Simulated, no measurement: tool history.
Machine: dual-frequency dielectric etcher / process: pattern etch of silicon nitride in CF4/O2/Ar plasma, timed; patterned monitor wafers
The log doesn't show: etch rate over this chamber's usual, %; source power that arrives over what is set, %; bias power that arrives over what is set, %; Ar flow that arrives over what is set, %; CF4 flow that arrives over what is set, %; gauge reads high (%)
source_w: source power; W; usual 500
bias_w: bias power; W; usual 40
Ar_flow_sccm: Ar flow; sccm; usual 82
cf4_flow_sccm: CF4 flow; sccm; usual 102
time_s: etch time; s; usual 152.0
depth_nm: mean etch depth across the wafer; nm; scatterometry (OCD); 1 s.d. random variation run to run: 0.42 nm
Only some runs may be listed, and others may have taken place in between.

run	hour	source_w	bias_w	Ar_flow_sccm	cf4_flow_sccm	time_s	wafers since the last listed run	hours since the last wet clean	hours since the last source power generator calibration	hours since the last bias power generator calibration	hours since the last Ar flow controller change	hours since the last CF4 flow controller change	hours since the last upper electrode change	hours since the gauge calibration	read-back reference wafer on the same gauge, depth_nm	depth_nm
1	0.0	500	40	82	102	152.0	0	267.6	3940.2	4336.5	3593.0	4025.9	2571.3	0.1	302.8	282.0
2	9.1	500	40	82	102	152.0	94	276.7	3949.3	4345.6	3602.1	4035.0	2580.4	9.2	303.0	281.1
3	23.5	500	40	82	102	152.0	148	291.1	3963.7	4360.0	3616.5	4049.4	2594.8	23.6	303.0	282.3
4	32.6	470	40	87	102	152.0	94	300.2	3972.8	4369.1	3625.6	4058.5	2603.9	32.7	302.9	266.5
5	48.1	470	40	87	102	152.0	160	315.7	3988.3	4384.6	3641.1	4074.0	2619.4	48.2	303.0	266.1
6	62.0	470	40	87	102	152.0	143	329.6	4002.2	4398.5	3655.0	4087.9	2633.3	62.1	303.0	266.2
7	70.8	500	40	82	102	170.5	90	338.4	4011.0	4407.3	3663.8	4096.7	2642.1	70.9	303.2	316.6
8	88.0	500	40	82	102	170.5	177	355.6	4028.2	4424.5	3681.0	4113.9	2659.3	88.1	303.0	316.7
9	98.6	500	40	82	102	170.5	109	366.2	4038.8	4435.1	3691.6	4124.5	2669.9	98.7	303.2	317.5
10	115.2	500	40	82	102	170.5	171	382.8	4055.4	4451.7	3708.2	4141.1	2686.5	115.3	303.1	318.1
11	126.6	580	40	82	102	168.0	117	394.2	4066.8	4463.1	3719.6	4152.5	2697.9	126.7	303.1	354.5
12	143.3	500	47	92	95	152.0	172	410.9	4083.5	4479.8	3736.3	4169.2	2714.6	143.4	302.9	299.8
# hour 147.8: bias power generator calibrated
# hour 152.9: Ar flow controller replaced
# hour 167.7: upper electrode replaced
# hour 170.2: source power generator calibrated
13	170.7	500	40	76	102	152.0	10	438.3	0.5	22.9	17.8	4196.6	3.0	170.8	303.0	285.6
14	172.4	500	40	82	102	152.0	17	440.0	2.2	24.6	19.5	4198.3	4.7	172.5	303.1	283.4
# hour 193.1: CF4 flow controller replaced
# hour 201.7: wet clean of the chamber
15	202.2	500	36	82	102	177.5	157	0.5	32.0	54.4	49.3	9.1	34.5	202.3	303.1	309.5
# hour 205.5: gauge calibrated
16	231.8	500	40	82	102	152.0	305	30.1	61.6	84.0	78.9	38.7	64.1	26.3	303.0	279.5
17	249.4	540	40	82	111	152.0	181	47.7	79.2	101.6	96.5	56.3	81.7	43.9	302.9	302.2
18	258.3	500	40	82	102	152.0	91	56.6	88.1	110.5	105.4	65.2	90.6	52.8	302.9	279.0
19	297.5	390	40	74	102	152.0	405	95.8	127.3	149.7	144.6	104.4	129.8	92.0	303.2	229.2
20	317.0	500	36	99	102	152.0	201	115.3	146.8	169.2	164.1	123.9	149.3	111.5	302.8	260.8

5 ways to go on from here, each from the tool as it stands after run 20. What would each give?
A	317.5	500	50	82	102	152.0	5	115.8	147.3	169.7	164.6	124.4	149.8	112.0	?	?
B	317.5	400	40	82	102	174.0	5	115.8	147.3	169.7	164.6	124.4	149.8	112.0	?	?
C	317.5	460	40	82	102	113.0	5	115.8	147.3	169.7	164.6	124.4	149.8	112.0	?	?
D	317.5	500	40	69	126	152.0	5	115.8	147.3	169.7	164.6	124.4	149.8	112.0	?	?
E	317.5	500	40	98	78	152.0	5	115.8	147.3	169.7	164.6	124.4	149.8	112.0	?	?

run	read-back reference wafer on the same gauge, depth_nm	depth_nm
A	302.9	310.2
B	302.9	264.8
C	302.9	193.3
D	302.9	290.9
E	302.9	261.9
What these runs would have given with no unlogged condition in the tool:
run	depth_nm
A	309.7
B	264.3
C	193.0
D	290.5
E	261.5
